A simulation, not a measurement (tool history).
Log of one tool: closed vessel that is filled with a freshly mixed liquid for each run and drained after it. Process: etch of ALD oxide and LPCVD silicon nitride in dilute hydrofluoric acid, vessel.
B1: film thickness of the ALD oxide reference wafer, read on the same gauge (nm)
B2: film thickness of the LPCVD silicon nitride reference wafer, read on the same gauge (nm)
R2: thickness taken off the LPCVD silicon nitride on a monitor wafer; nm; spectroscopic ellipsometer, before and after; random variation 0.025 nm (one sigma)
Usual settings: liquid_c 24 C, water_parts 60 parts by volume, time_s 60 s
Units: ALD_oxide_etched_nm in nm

{"run": 1, "day": 0.0, "liquid_c": 24, "water_parts": 60, "time_s": 60, "B1": 140.02, "B2": 110.031, "ALD_oxide_etched_nm": 12.15, "R2": 0.486}
{"run": 2, "day": 3.912, "liquid_c": 24, "water_parts": 60, "time_s": 60, "B1": 139.98, "B2": 109.981, "ALD_oxide_etched_nm": 12.09, "R2": 0.471}
{"run": 3, "day": 7.592, "liquid_c": 24, "water_parts": 60, "time_s": 60, "B1": 139.98, "B2": 110.037, "ALD_oxide_etched_nm": 11.89, "R2": 0.474}
{"run": 4, "day": 10.012, "liquid_c": 24, "water_parts": 60, "time_s": 60, "B1": 140, "B2": 110.012, "ALD_oxide_etched_nm": 11.89, "R2": 0.45}
{"day": 12.0, "done": "hydrofluoric acid flow meter replaced"}
{"run": 5, "day": 13.612, "liquid_c": 24, "water_parts": 60, "time_s": 60, "B1": 140, "B2": 110.008, "ALD_oxide_etched_nm": 12.78, "R2": 0.523}
{"run": 6, "day": 16.258, "liquid_c": 24, "water_parts": 60, "time_s": 60, "B1": 140.05, "B2": 110.006, "ALD_oxide_etched_nm": 12.71, "R2": 0.472}
{"run": 7, "day": 24.558, "liquid_c": 24, "water_parts": 60, "time_s": 60, "B1": 140, "B2": 109.993, "ALD_oxide_etched_nm": 12.57, "R2": 0.529}
{"run": 8, "day": 27.675, "liquid_c": 24, "water_parts": 60, "time_s": 35, "B1": 140.01, "B2": 110.003, "ALD_oxide_etched_nm": 7.33, "R2": 0.303}
{"run": 9, "day": 36.433, "liquid_c": 24, "water_parts": 60, "time_s": 40, "B1": 139.98, "B2": 109.984, "ALD_oxide_etched_nm": 8.23, "R2": 0.309}
{"run": 10, "day": 39.004, "liquid_c": 21.5, "water_parts": 85, "time_s": 50, "B1": 140.01, "B2": 110, "ALD_oxide_etched_nm": 6.38, "R2": 0.239}
{"run": 11, "day": 40.958, "liquid_c": 24, "water_parts": 60, "time_s": 30, "B1": 139.99, "B2": 109.994, "ALD_oxide_etched_nm": 6.18, "R2": 0.253}
{"run": 12, "day": 44.642, "liquid_c": 24, "water_parts": 60, "time_s": 70, "B1": 140.01, "B2": 110.012, "ALD_oxide_etched_nm": 14.19, "R2": 0.605}
{"run": 13, "day": 47.033, "liquid_c": 24, "water_parts": 60, "time_s": 60, "B1": 140.02, "B2": 110.018, "ALD_oxide_etched_nm": 12.24, "R2": 0.467}
{"run": 14, "day": 49.058, "liquid_c": 25.5, "water_parts": 40, "time_s": 80, "B1": 140.03, "B2": 109.99, "ALD_oxide_etched_nm": 26.29, "R2": 0.941}
{"run": 15, "day": 53.342, "liquid_c": 20, "water_parts": 60, "time_s": 60, "B1": 140.01, "B2": 110, "ALD_oxide_etched_nm": 10.15, "R2": 0.368}
{"run": 16, "day": 57.075, "liquid_c": 24, "water_parts": 40, "time_s": 60, "B1": 140.03, "B2": 109.999, "ALD_oxide_etched_nm": 18.51, "R2": 0.708}
{"day": 57.708, "done": "thermometer replaced"}
{"run": 17, "day": 59.05, "liquid_c": 24, "water_parts": 60, "time_s": 60, "B1": 139.98, "B2": 109.975, "ALD_oxide_etched_nm": 12.58, "R2": 0.51}
{"day": 60.067, "done": "gauge calibrated"}
{"run": 18, "day": 63.388, "liquid_c": 29, "water_parts": 50, "time_s": 95, "B1": 140.02, "B2": 110.022, "ALD_oxide_etched_nm": 29.26, "R2": 1.227}
{"run": 19, "day": 67.65, "liquid_c": 24, "water_parts": 60, "time_s": 60, "B1": 139.99, "B2": 110.012, "ALD_oxide_etched_nm": 12.4, "R2": 0.485}
{"run": 20, "day": 69.275, "liquid_c": 27, "water_parts": 80, "time_s": 75, "B1": 139.99, "B2": 109.986, "ALD_oxide_etched_nm": 12.77, "R2": 0.556}
{"run": 21, "day": 72.296, "liquid_c": 24, "water_parts": 60, "time_s": 60, "B1": 140.01, "B2": 109.981, "ALD_oxide_etched_nm": 12.3, "R2": 0.485}
{"run": 22, "day": 75.5, "liquid_c": 24, "water_parts": 60, "time_s": 75, "B1": 139.98, "B2": 110.005, "ALD_oxide_etched_nm": 15.25, "R2": 0.626}
{"run": 23, "day": 78.892, "liquid_c": 24, "water_parts": 45, "time_s": 90, "B1": 140.03, "B2": 110.015, "ALD_oxide_etched_nm": 24.7, "R2": 0.889}
{"day": 82.808, "done": "hydrofluoric acid flow meter replaced"}
{"run": 24, "day": 82.942, "liquid_c": 21.5, "water_parts": 45, "time_s": 45, "B1": 140, "B2": 110.008, "ALD_oxide_etched_nm": 11.67, "R2": 0.391}
{"run": 25, "day": 86.417, "liquid_c": 24, "water_parts": 70, "time_s": 80, "B1": 140.01, "B2": 109.994, "ALD_oxide_etched_nm": 14.34, "R2": 0.574}
{"run": 26, "day": 89.888, "liquid_c": 24, "water_parts": 60, "time_s": 60, "B1": 139.97, "B2": 110.021, "ALD_oxide_etched_nm": 12.64, "R2": 0.479}
{"run": 27, "day": 93.654, "liquid_c": 25.5, "water_parts": 80, "time_s": 60, "B1": 140, "B2": 109.995, "ALD_oxide_etched_nm": 9.8, "R2": 0.379}

3 ways to go on from here, each from the tool as it stands after run 27. What would each give?
{"run": "A", "day": 93.683, "liquid_c": 19.5, "water_parts": 60, "time_s": 60, "B1": "?", "B2": "?", "ALD_oxide_etched_nm": "?", "R2": "?"}
{"run": "B", "day": 93.683, "liquid_c": 24, "water_parts": 30, "time_s": 60, "B1": "?", "B2": "?", "ALD_oxide_etched_nm": "?", "R2": "?"}
{"run": "C", "day": 93.683, "liquid_c": 24, "water_parts": 70, "time_s": 75, "B1": "?", "B2": "?", "ALD_oxide_etched_nm": "?", "R2": "?"}

run=A B1=140 B2=109.986 ALD_oxide_etched_nm=10.53 R2=0.34
run=B B1=140 B2=109.986 ALD_oxide_etched_nm=26.44 R2=0.908
run=C B1=140 B2=109.986 ALD_oxide_etched_nm=13.44 R2=0.497
Without the tool's hidden state the same runs would have given:
run=A ALD_oxide_etched_nm=11.08 R2=0.365
run=B ALD_oxide_etched_nm=27.81 R2=0.976
run=C ALD_oxide_etched_nm=14.13 R2=0.533
